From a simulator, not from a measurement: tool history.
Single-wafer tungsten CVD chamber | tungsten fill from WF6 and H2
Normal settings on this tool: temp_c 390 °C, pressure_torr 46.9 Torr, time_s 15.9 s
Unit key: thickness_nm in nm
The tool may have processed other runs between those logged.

run	day	temp_c	pressure_torr	time_s	wafers since the last listed run	hours since the last thermocouple change	hours since the last manometer calibration	hours since the showerhead was replaced	hours since the gauge calibration	read-back reference wafer on the same gauge, thickness_nm	thickness_nm
1	0	390	46.9	13.8	0	1100	825.2	8825.3	137.9	50.281	42.186
2	0.675	390	46.9	15.9	381	1116.2	841.4	8841.5	154.1	50.305	48.533
3	1.142	390	46.9	15.9	263	1127.4	852.6	8852.7	165.3	50.263	49.143
4	1.854	390	46.9	15.9	402	1144.5	869.7	8869.8	182.4	50.298	49.201
5	2.154	390	46.9	15.9	169	1151.7	876.9	8877	189.6	50.28	49.367
6	2.442	390	46.9	15.9	162	1158.6	883.8	8883.9	196.5	50.288	49.221
7	2.738	390	46.9	15.9	167	1165.7	890.9	8891	203.6	50.349	49.46
8	3.258	390	46.9	15.9	294	1178.2	903.4	8903.5	216.1	50.294	49.621
9	3.55	390	46.9	15.9	164	1185.2	910.4	8910.5	223.1	50.331	49.621
10	3.867	390	46.9	14.1	179	1192.8	918	8918.1	230.7	50.264	44.212
11	4.262	390	46.9	15.9	223	1202.3	927.5	8927.6	240.2	50.308	49.838
12	4.767	390	46.9	15.9	285	1214.4	939.6	8939.7	252.3	50.328	50.023
13	5.421	390	51.8	15.9	369	1230.1	955.3	8955.4	268	50.357	51.862
14	5.971	390	51.8	15.9	310	1243.3	968.5	8968.6	281.2	50.299	51.969
# day 6.217: gauge calibrated
15	6.35	390	51.8	15.9	214	1252.4	977.6	8977.7	3.2	50.25	52.458
# day 6.9: showerhead replaced
16	6.942	390	46.9	15.9	146	1266.6	991.8	1	17.4	50.295	50.419
17	7.296	404	46.9	14.5	200	1275.1	1000.3	9.5	25.9	50.291	60.825
18	7.875	384	50.8	15.9	327	1289	1014.2	23.4	39.8	50.27	45.756
19	8.162	390	46.9	15.9	162	1295.9	1021.1	30.3	46.7	50.304	50.993
# day 9.017: thermocouple changed; heater temperature recalibrated
# day 9.079: capacitance manometer re-zeroed and calibrated
20	9.1	390	46.9	15.9	306	2	0.5	52.8	69.2	50.271	44.027
21	9.133	390	46.9	15.9	18	2.8	1.3	53.6	70	50.248	44.315
22	9.412	379	40.5	15.9	157	9.5	8	60.3	76.7	50.275	32.808
23	9.704	390	39.8	14.4	164	16.5	15	67.3	83.7	50.334	38.124
24	10.279	390	46.9	15.9	325	30.3	28.8	81.1	97.5	50.301	44.721
25	10.596	378	52.9	17.8	179	37.9	36.4	88.7	105.1	50.295	39.708
26	11.112	402	46.9	13.7	292	50.3	48.8	101.1	117.5	50.292	49.601
27	11.688	386	46.9	16.9	325	64.1	62.6	114.9	131.3	50.29	43.302
28	12.067	396	55.1	17.1	214	73.2	71.7	124	140.4	50.338	57.571
29	12.329	378	46.9	15.9	148	79.5	78	130.3	146.7	50.349	33.742

Below are 5 alternative next runs, each starting from the tool's condition after run 29. Predict each:
A	12.346	377	46.9	15.9	9	79.9	78.4	130.7	147.1	?	?
B	12.346	400	40.1	17.4	9	79.9	78.4	130.7	147.1	?	?
C	12.346	397	37.6	18.5	9	79.9	78.4	130.7	147.1	?	?
D	12.346	394	43.8	18.5	9	79.9	78.4	130.7	147.1	?	?
E	12.346	390	42.8	15.9	9	79.9	78.4	130.7	147.1	?	?

run	read-back reference wafer on the same gauge, thickness_nm	thickness_nm
A	50.292	33.217
B	50.292	57.353
C	50.292	55.969
D	50.292	55.447
E	50.292	43.296
Had the tool no hidden state, the same runs would have come out as:
run	thickness_nm
A	33.64
B	57.979
C	56.61
D	56.089
E	43.816
